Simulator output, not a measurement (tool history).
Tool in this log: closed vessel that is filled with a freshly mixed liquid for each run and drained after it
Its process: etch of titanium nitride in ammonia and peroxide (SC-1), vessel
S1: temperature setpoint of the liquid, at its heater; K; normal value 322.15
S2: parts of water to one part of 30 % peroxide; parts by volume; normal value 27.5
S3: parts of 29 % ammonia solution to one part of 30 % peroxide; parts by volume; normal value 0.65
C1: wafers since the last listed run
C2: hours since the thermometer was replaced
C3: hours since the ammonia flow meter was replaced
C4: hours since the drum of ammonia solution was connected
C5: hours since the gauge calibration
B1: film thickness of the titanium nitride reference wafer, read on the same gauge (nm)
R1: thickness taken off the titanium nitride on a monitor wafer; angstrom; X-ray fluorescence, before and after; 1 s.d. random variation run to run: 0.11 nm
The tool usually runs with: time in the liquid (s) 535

{"run": 1, "hour": 0.0, "S1": 322.15, "S2": 27.5, "S3": 0.65, "time in the liquid (s)": 535, "C1": 0, "C2": 1681.8, "C3": 1336.3, "C4": 192.1, "C5": 906.6, "B1": 100.02, "R1": 161.2}
{"run": 2, "hour": 50.8, "S1": 322.15, "S2": 27.5, "S3": 0.65, "time in the liquid (s)": 725, "C1": 2367, "C2": 1732.6, "C3": 1387.1, "C4": 242.9, "C5": 957.4, "B1": 100.03, "R1": 221.7}
{"hour": 104.3, "done": "thermometer replaced"}
{"run": 3, "hour": 109.0, "S1": 322.15, "S2": 27.5, "S3": 0.65, "time in the liquid (s)": 725, "C1": 2665, "C2": 4.7, "C3": 1445.3, "C4": 301.1, "C5": 1015.6, "B1": 100.01, "R1": 200.2}
{"run": 4, "hour": 144.7, "S1": 322.15, "S2": 27.5, "S3": 0.65, "time in the liquid (s)": 725, "C1": 1663, "C2": 40.4, "C3": 1481.0, "C4": 336.8, "C5": 1051.3, "B1": 99.98, "R1": 201.4}
{"run": 5, "hour": 183.5, "S1": 322.15, "S2": 32.0, "S3": 0.65, "time in the liquid (s)": 535, "C1": 1808, "C2": 79.2, "C3": 1519.8, "C4": 375.6, "C5": 1090.1, "B1": 100.02, "R1": 136.3}
{"run": 6, "hour": 216.8, "S1": 322.15, "S2": 27.5, "S3": 0.65, "time in the liquid (s)": 535, "C1": 1551, "C2": 112.5, "C3": 1553.1, "C4": 408.9, "C5": 1123.4, "B1": 100.0, "R1": 149.6}
{"hour": 255.6, "done": "gauge calibrated"}
{"run": 7, "hour": 276.7, "S1": 322.15, "S2": 27.5, "S3": 0.65, "time in the liquid (s)": 535, "C1": 2791, "C2": 172.4, "C3": 1613.0, "C4": 468.8, "C5": 21.1, "B1": 99.99, "R1": 148.4}
{"run": 8, "hour": 348.2, "S1": 322.15, "S2": 27.5, "S3": 0.65, "time in the liquid (s)": 535, "C1": 3331, "C2": 243.9, "C3": 1684.5, "C4": 540.3, "C5": 92.6, "B1": 100.0, "R1": 150.8}
{"run": 9, "hour": 380.8, "S1": 322.15, "S2": 27.5, "S3": 0.65, "time in the liquid (s)": 535, "C1": 1519, "C2": 276.5, "C3": 1717.1, "C4": 572.9, "C5": 125.2, "B1": 100.01, "R1": 150.3}
{"run": 10, "hour": 451.2, "S1": 322.15, "S2": 27.5, "S3": 0.65, "time in the liquid (s)": 535, "C1": 3280, "C2": 346.9, "C3": 1787.5, "C4": 643.3, "C5": 195.6, "B1": 100.02, "R1": 149.9}
{"run": 11, "hour": 500.7, "S1": 322.15, "S2": 32.5, "S3": 0.65, "time in the liquid (s)": 535, "C1": 2306, "C2": 396.4, "C3": 1837.0, "C4": 692.8, "C5": 245.1, "B1": 100.0, "R1": 137.7}
{"hour": 535.9, "done": "new drum of ammonia solution connected"}
{"run": 12, "hour": 538.8, "S1": 315.15, "S2": 27.5, "S3": 0.8, "time in the liquid (s)": 320, "C1": 1728, "C2": 434.5, "C3": 1875.1, "C4": 2.9, "C5": 283.2, "B1": 99.98, "R1": 56.3}
{"run": 13, "hour": 578.0, "S1": 322.15, "S2": 40.5, "S3": 0.65, "time in the liquid (s)": 535, "C1": 1826, "C2": 473.7, "C3": 1914.3, "C4": 42.1, "C5": 322.4, "B1": 99.97, "R1": 122.2}
{"hour": 589.3, "done": "ammonia flow meter replaced"}
{"run": 14, "hour": 640.2, "S1": 322.15, "S2": 34.5, "S3": 0.65, "time in the liquid (s)": 535, "C1": 2851, "C2": 535.9, "C3": 50.9, "C4": 104.3, "C5": 384.6, "B1": 100.0, "R1": 132.9}
{"run": 15, "hour": 708.9, "S1": 331.65, "S2": 18.0, "S3": 0.45, "time in the liquid (s)": 535, "C1": 3201, "C2": 604.6, "C3": 119.6, "C4": 173.0, "C5": 453.3, "B1": 99.98, "R1": 342.6}
{"run": 16, "hour": 745.9, "S1": 315.15, "S2": 27.5, "S3": 0.35, "time in the liquid (s)": 225, "C1": 1724, "C2": 641.6, "C3": 156.6, "C4": 210.0, "C5": 490.3, "B1": 99.96, "R1": 34.5}
{"run": 17, "hour": 780.7, "S1": 327.65, "S2": 27.5, "S3": 0.65, "time in the liquid (s)": 245, "C1": 1621, "C2": 676.4, "C3": 191.4, "C4": 244.8, "C5": 525.1, "B1": 100.03, "R1": 101.6}
{"run": 18, "hour": 819.8, "S1": 331.15, "S2": 27.5, "S3": 0.45, "time in the liquid (s)": 535, "C1": 1822, "C2": 715.5, "C3": 230.5, "C4": 283.9, "C5": 564.2, "B1": 99.99, "R1": 264.0}
{"run": 19, "hour": 854.4, "S1": 322.15, "S2": 27.5, "S3": 0.4, "time in the liquid (s)": 535, "C1": 1612, "C2": 750.1, "C3": 265.1, "C4": 318.5, "C5": 598.8, "B1": 99.99, "R1": 140.7}
{"run": 20, "hour": 922.9, "S1": 322.15, "S2": 27.5, "S3": 0.75, "time in the liquid (s)": 370, "C1": 3192, "C2": 818.6, "C3": 333.6, "C4": 387.0, "C5": 667.3, "B1": 100.03, "R1": 108.7}
{"run": 21, "hour": 986.7, "S1": 322.15, "S2": 27.5, "S3": 0.65, "time in the liquid (s)": 535, "C1": 2973, "C2": 882.4, "C3": 397.4, "C4": 450.8, "C5": 731.1, "B1": 100.01, "R1": 152.4}
{"run": 22, "hour": 1057.5, "S1": 322.15, "S2": 27.5, "S3": 0.65, "time in the liquid (s)": 535, "C1": 3299, "C2": 953.2, "C3": 468.2, "C4": 521.6, "C5": 801.9, "B1": 99.99, "R1": 152.4}
{"run": 23, "hour": 1094.6, "S1": 322.15, "S2": 20.0, "S3": 0.5, "time in the liquid (s)": 535, "C1": 1728, "C2": 990.3, "C3": 505.3, "C4": 558.7, "C5": 839.0, "B1": 100.01, "R1": 178.1}
{"run": 24, "hour": 1124.8, "S1": 331.65, "S2": 18.0, "S3": 0.45, "time in the liquid (s)": 535, "C1": 1407, "C2": 1020.5, "C3": 535.5, "C4": 588.9, "C5": 869.2, "B1": 99.98, "R1": 351.2}
{"hour": 1183.5, "done": "new drum of ammonia solution connected"}
{"run": 25, "hour": 1188.9, "S1": 322.15, "S2": 27.5, "S3": 0.65, "time in the liquid (s)": 535, "C1": 2940, "C2": 1084.6, "C3": 599.6, "C4": 5.4, "C5": 933.3, "B1": 99.98, "R1": 155.8}
{"run": 26, "hour": 1248.3, "S1": 322.15, "S2": 27.5, "S3": 0.65, "time in the liquid (s)": 535, "C1": 2768, "C2": 1144.0, "C3": 659.0, "C4": 64.8, "C5": 992.7, "B1": 99.98, "R1": 154.4}
{"run": 27, "hour": 1277.4, "S1": 313.15, "S2": 27.5, "S3": 0.4, "time in the liquid (s)": 535, "C1": 1356, "C2": 1173.1, "C3": 688.1, "C4": 93.9, "C5": 1021.8, "B1": 99.98, "R1": 75.6}
{"run": 28, "hour": 1347.1, "S1": 322.15, "S2": 27.5, "S3": 0.65, "time in the liquid (s)": 535, "C1": 3248, "C2": 1242.8, "C3": 757.8, "C4": 163.6, "C5": 1091.5, "B1": 99.98, "R1": 157.6}

Here are 3 independent what-if runs from the current tool condition. What would each one return?
{"run": "A", "hour": 1347.9, "S1": 322.15, "S2": 27.5, "S3": 0.65, "time in the liquid (s)": 800, "C1": 37, "C2": 1243.6, "C3": 758.6, "C4": 164.4, "C5": 1092.3, "B1": "?", "R1": "?"}
{"run": "B", "hour": 1347.9, "S1": 322.15, "S2": 27.5, "S3": 0.65, "time in the liquid (s)": 765, "C1": 37, "C2": 1243.6, "C3": 758.6, "C4": 164.4, "C5": 1092.3, "B1": "?", "R1": "?"}
{"run": "C", "hour": 1347.9, "S1": 322.15, "S2": 40.5, "S3": 0.9, "time in the liquid (s)": 845, "C1": 37, "C2": 1243.6, "C3": 758.6, "C4": 164.4, "C5": 1092.3, "B1": "?", "R1": "?"}

run=A B1=99.98 R1=234.1
run=B B1=99.98 R1=223.8
run=C B1=99.98 R1=210.8
Without the tool's hidden state the same runs would have given:
run=A R1=219.0
run=B R1=209.5
run=C R1=197.2

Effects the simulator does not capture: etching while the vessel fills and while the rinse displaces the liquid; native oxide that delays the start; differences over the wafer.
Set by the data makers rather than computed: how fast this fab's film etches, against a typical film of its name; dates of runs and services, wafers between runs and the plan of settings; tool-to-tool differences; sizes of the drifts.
